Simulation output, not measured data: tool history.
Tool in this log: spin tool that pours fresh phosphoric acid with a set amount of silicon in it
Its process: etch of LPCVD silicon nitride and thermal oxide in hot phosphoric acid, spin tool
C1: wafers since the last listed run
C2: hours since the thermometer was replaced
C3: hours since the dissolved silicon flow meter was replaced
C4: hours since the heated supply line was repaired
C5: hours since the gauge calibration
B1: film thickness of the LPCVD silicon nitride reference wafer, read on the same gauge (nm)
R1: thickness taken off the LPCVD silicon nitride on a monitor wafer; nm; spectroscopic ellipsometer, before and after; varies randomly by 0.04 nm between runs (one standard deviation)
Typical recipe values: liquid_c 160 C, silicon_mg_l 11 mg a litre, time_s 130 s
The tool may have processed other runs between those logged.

Run 1, day 0: usual settings but time_s 190 s; C1 0; C2 1522.9; C3 282.5; C4 603.1; C5 658.9; B1 130. Result: R1 18.4 nm.
Run 2, day 1.454: usual settings but silicon_mg_l 15 mg a litre; C1 377; C2 1557.8; C3 317.4; C4 638; C5 693.8; B1 130.01. Result: R1 12.57 nm.
Run 3, day 2.667: usual settings but silicon_mg_l 15 mg a litre; C1 314; C2 1586.9; C3 346.5; C4 667.1; C5 722.9; B1 130.02. Result: R1 12.46 nm.
At day 2.988: thermometer replaced.
Run 4, day 3.575: usual settings but silicon_mg_l 15 mg a litre; C1 224; C2 14.1; C3 368.3; C4 688.9; C5 744.7; B1 129.99. Result: R1 12.46 nm.
Run 5, day 4.858: usual settings but liquid_c 161 C; C1 332; C2 44.9; C3 399.1; C4 719.7; C5 775.5; B1 129.99. Result: R1 13.02 nm.
Run 6, day 6.15: usual settings but liquid_c 158 C; C1 334; C2 75.9; C3 430.1; C4 750.7; C5 806.5; B1 129.98. Result: R1 11.75 nm.
At day 6.617: heated supply line repaired.
Run 7, day 6.996: usual settings; C1 208; C2 96.2; C3 450.4; C4 9.1; C5 826.8; B1 130.01. Result: R1 12.53 nm.
Run 8, day 10.958: usual settings; C1 1027; C2 191.3; C3 545.5; C4 104.2; C5 921.9; B1 129.98. Result: R1 12.56 nm.
Run 9, day 11.604: usual settings but liquid_c 157.5 C, silicon_mg_l 6.5 mg a litre, time_s 200 s; C1 167; C2 206.8; C3 561; C4 119.7; C5 937.4; B1 130.01. Result: R1 17.81 nm.
At day 11.771: gauge calibrated.
Run 10, day 12.475: usual settings; C1 225; C2 227.7; C3 581.9; C4 140.6; C5 16.9; B1 130.01. Result: R1 12.61 nm.
Run 11, day 13.788: usual settings; C1 340; C2 259.2; C3 613.4; C4 172.1; C5 48.4; B1 129.99. Result: R1 12.5 nm.
Run 12, day 14.721: usual settings but liquid_c 162 C, silicon_mg_l 19 mg a litre, time_s 105 s; C1 242; C2 281.6; C3 635.8; C4 194.5; C5 70.8; B1 130.04. Result: R1 10.83 nm.
Run 13, day 15.246: usual settings but liquid_c 159 C, silicon_mg_l 6.5 mg a litre, time_s 170 s; C1 136; C2 294.2; C3 648.4; C4 207.1; C5 83.4; B1 130.02. Result: R1 15.85 nm.
Run 14, day 16.588: usual settings but liquid_c 161 C, silicon_mg_l 19 mg a litre, time_s 170 s; C1 347; C2 326.4; C3 680.6; C4 239.3; C5 115.6; B1 130.01. Result: R1 17.03 nm.
At day 16.975: dissolved silicon flow meter replaced.
Run 15, day 17.95: usual settings but time_s 95 s; C1 342; C2 359.1; C3 23.4; C4 272; C5 148.3; B1 129.98. Result: R1 9.2 nm.
Run 16, day 19.25: usual settings but time_s 100 s; C1 337; C2 390.3; C3 54.6; C4 303.2; C5 179.5; B1 130.03. Result: R1 9.61 nm.
Run 17, day 20.508: usual settings but silicon_mg_l 3 mg a litre, time_s 165 s; C1 326; C2 420.5; C3 84.8; C4 333.4; C5 209.7; B1 130.03. Result: R1 15.88 nm.
Run 18, day 21.408: usual settings but silicon_mg_l 6 mg a litre; C1 233; C2 442.1; C3 106.4; C4 355; C5 231.3; B1 130.02. Result: R1 12.58 nm.
Run 19, day 21.946: usual settings but liquid_c 162.5 C, silicon_mg_l 17 mg a litre, time_s 200 s; C1 139; C2 455; C3 119.3; C4 367.9; C5 244.2; B1 130. Result: R1 21.02 nm.
Run 20, day 23.217: usual settings but silicon_mg_l 18.5 mg a litre; C1 329; C2 485.5; C3 149.8; C4 398.4; C5 274.7; B1 129.99. Result: R1 12.53 nm.
Run 21, day 24.6: usual settings but silicon_mg_l 18.5 mg a litre; C1 358; C2 518.7; C3 183; C4 431.6; C5 307.9; B1 129.96. Result: R1 12.51 nm.
Run 22, day 25.617: usual settings but liquid_c 161 C, silicon_mg_l 5 mg a litre, time_s 80 s; C1 263; C2 543.1; C3 207.4; C4 456; C5 332.3; B1 130. Result: R1 7.99 nm.
Run 23, day 26.904: usual settings but silicon_mg_l 18 mg a litre, time_s 155 s; C1 333; C2 574; C3 238.3; C4 486.9; C5 363.2; B1 129.99. Result: R1 14.95 nm.

Here are 3 independent what-if runs from the current tool condition. What would each one return?
Run A, day 26.925: usual settings; C1 5; C2 574.5; C3 238.8; C4 487.4; C5 363.7; B1 ?. Result: R1 ?.
Run B, day 26.925: usual settings but time_s 155 s; C1 5; C2 574.5; C3 238.8; C4 487.4; C5 363.7; B1 ?. Result: R1 ?.
Run C, day 26.925: usual settings but time_s 160 s; C1 5; C2 574.5; C3 238.8; C4 487.4; C5 363.7; B1 ?. Result: R1 ?.

run      B1     R1
  A  129.99  12.52
  B  129.99  14.92
  C  129.99  15.41
The same runs, with their run-to-run variation unchanged, on a tool lacking any hidden condition would have given:
run     R1
  A  12.52
  B  14.92
  C  15.41

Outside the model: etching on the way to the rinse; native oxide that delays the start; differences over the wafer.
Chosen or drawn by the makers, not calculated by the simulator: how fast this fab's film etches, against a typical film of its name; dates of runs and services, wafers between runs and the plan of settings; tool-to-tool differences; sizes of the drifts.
